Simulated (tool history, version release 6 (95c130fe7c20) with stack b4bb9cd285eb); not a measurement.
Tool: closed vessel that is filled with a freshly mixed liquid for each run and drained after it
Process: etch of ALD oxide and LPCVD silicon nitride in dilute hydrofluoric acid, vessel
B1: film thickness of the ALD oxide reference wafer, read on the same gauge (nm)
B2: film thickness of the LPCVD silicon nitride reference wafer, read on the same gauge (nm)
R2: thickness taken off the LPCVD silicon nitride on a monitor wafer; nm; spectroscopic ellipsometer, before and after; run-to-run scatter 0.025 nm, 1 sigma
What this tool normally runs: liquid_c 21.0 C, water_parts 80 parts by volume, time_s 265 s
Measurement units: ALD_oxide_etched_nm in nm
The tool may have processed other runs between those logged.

Run 1, hour 0.0: usual settings; B1 109.97; B2 119.975. Result: ALD_oxide_etched_nm 29.89 nm, R2 1.022 nm.
Run 2, hour 15.1: usual settings; B1 109.99; B2 120.042. Result: ALD_oxide_etched_nm 29.69 nm, R2 1.035 nm.
At hour 27.6: hydrofluoric acid flow meter replaced.
Run 3, hour 29.1: usual settings; B1 110.00; B2 120.012. Result: ALD_oxide_etched_nm 33.47 nm, R2 1.126 nm.
Run 4, hour 39.5: usual settings but water_parts 50 parts by volume; B1 110.03; B2 119.999. Result: ALD_oxide_etched_nm 55.64 nm, R2 1.812 nm.
Run 5, hour 54.4: usual settings but water_parts 50 parts by volume; B1 110.00; B2 120.012. Result: ALD_oxide_etched_nm 55.57 nm, R2 1.782 nm.
At hour 63.3: gauge calibrated.
Run 6, hour 65.8: usual settings but time_s 305 s; B1 109.98; B2 120.002. Result: ALD_oxide_etched_nm 38.35 nm, R2 1.361 nm.
At hour 80.1: thermometer replaced.
Run 7, hour 82.9: usual settings but time_s 305 s; B1 110.01; B2 119.977. Result: ALD_oxide_etched_nm 38.50 nm, R2 1.294 nm.
Run 8, hour 97.0: usual settings but time_s 305 s; B1 109.99; B2 119.975. Result: ALD_oxide_etched_nm 38.41 nm, R2 1.299 nm.
Run 9, hour 107.4: usual settings but water_parts 65 parts by volume, time_s 315 s; B1 110.04; B2 120.018. Result: ALD_oxide_etched_nm 49.23 nm, R2 1.643 nm.
Run 10, hour 120.5: usual settings but liquid_c 19.0 C, time_s 405 s; B1 110.00; B2 119.978. Result: ALD_oxide_etched_nm 46.71 nm, R2 1.541 nm.
Run 11, hour 134.3: usual settings; B1 110.01; B2 119.986. Result: ALD_oxide_etched_nm 32.89 nm, R2 1.133 nm.
Run 12, hour 145.8: usual settings but water_parts 115 parts by volume; B1 110.03; B2 119.985. Result: ALD_oxide_etched_nm 22.11 nm, R2 0.791 nm.
Run 13, hour 155.0: usual settings but liquid_c 17.5 C, water_parts 45 parts by volume, time_s 340 s; B1 110.00; B2 120.020. Result: ALD_oxide_etched_nm 67.65 nm, R2 1.924 nm.
Run 14, hour 161.8: usual settings but liquid_c 25.0 C, water_parts 100 parts by volume, time_s 325 s; B1 110.00; B2 119.983. Result: ALD_oxide_etched_nm 37.26 nm, R2 1.472 nm.
Run 15, hour 169.6: usual settings but liquid_c 23.5 C, water_parts 90 parts by volume, time_s 200 s; B1 110.00; B2 119.993. Result: ALD_oxide_etched_nm 24.39 nm, R2 0.873 nm.
Run 16, hour 177.3: usual settings; B1 109.98; B2 119.998. Result: ALD_oxide_etched_nm 33.15 nm, R2 1.146 nm.
Run 17, hour 192.3: usual settings but liquid_c 24.0 C, water_parts 70 parts by volume, time_s 345 s; B1 109.99; B2 119.981. Result: ALD_oxide_etched_nm 56.16 nm, R2 2.031 nm.
Run 18, hour 207.2: usual settings but liquid_c 19.5 C; B1 110.01; B2 120.018. Result: ALD_oxide_etched_nm 30.82 nm, R2 1.021 nm.
Run 19, hour 217.1: usual settings but water_parts 105 parts by volume; B1 109.99; B2 119.985. Result: ALD_oxide_etched_nm 24.21 nm, R2 0.882 nm.
Run 20, hour 225.7: usual settings; B1 109.99; B2 120.002. Result: ALD_oxide_etched_nm 32.96 nm, R2 1.132 nm.
Run 21, hour 233.0: usual settings but liquid_c 18.5 C; B1 110.01; B2 120.010. Result: ALD_oxide_etched_nm 29.73 nm, R2 0.949 nm.
Run 22, hour 250.9: usual settings but liquid_c 19.0 C, time_s 405 s; B1 109.97; B2 120.002. Result: ALD_oxide_etched_nm 46.04 nm, R2 1.484 nm.
Run 23, hour 261.5: usual settings but liquid_c 24.5 C; B1 110.00; B2 120.010. Result: ALD_oxide_etched_nm 37.81 nm, R2 1.418 nm.
Run 24, hour 278.8: usual settings; B1 109.98; B2 119.989. Result: ALD_oxide_etched_nm 32.91 nm, R2 1.102 nm.
Run 25, hour 289.0: usual settings; B1 109.98; B2 119.975. Result: ALD_oxide_etched_nm 32.49 nm, R2 1.106 nm.
Run 26, hour 300.0: usual settings but liquid_c 18.0 C, water_parts 110 parts by volume, time_s 395 s; B1 109.98; B2 119.987. Result: ALD_oxide_etched_nm 30.24 nm, R2 1.004 nm.

4 options for the next run, each taken on its own from the tool as it stands now. Forecast them:
Run A, hour 300.7: usual settings; B1 ?; B2 ?. Result: ALD_oxide_etched_nm ?, R2 ?.
Run B, hour 300.7: usual settings but liquid_c 23.0 C, water_parts 115 parts by volume, time_s 405 s; B1 ?; B2 ?. Result: ALD_oxide_etched_nm ?, R2 ?.
Run C, hour 300.7: usual settings but liquid_c 23.5 C, water_parts 90 parts by volume, time_s 305 s; B1 ?; B2 ?. Result: ALD_oxide_etched_nm ?, R2 ?.
Run D, hour 300.7: usual settings but liquid_c 19.5 C, water_parts 50 parts by volume, time_s 165 s; B1 ?; B2 ?. Result: ALD_oxide_etched_nm ?, R2 ?.

run      B1       B2  ALD_oxide_etched_nm     R2
  A  110.00  119.994                32.95  1.085
  B  110.00  119.994                36.37  1.328
  C  110.00  119.994                36.84  1.316
  D  110.00  119.994                32.00  0.964
With no hidden state in the tool, these same runs would have given:
run  ALD_oxide_etched_nm     R2
  A                34.96  1.144
  B                38.67  1.400
  C                39.12  1.388
  D                33.88  1.016
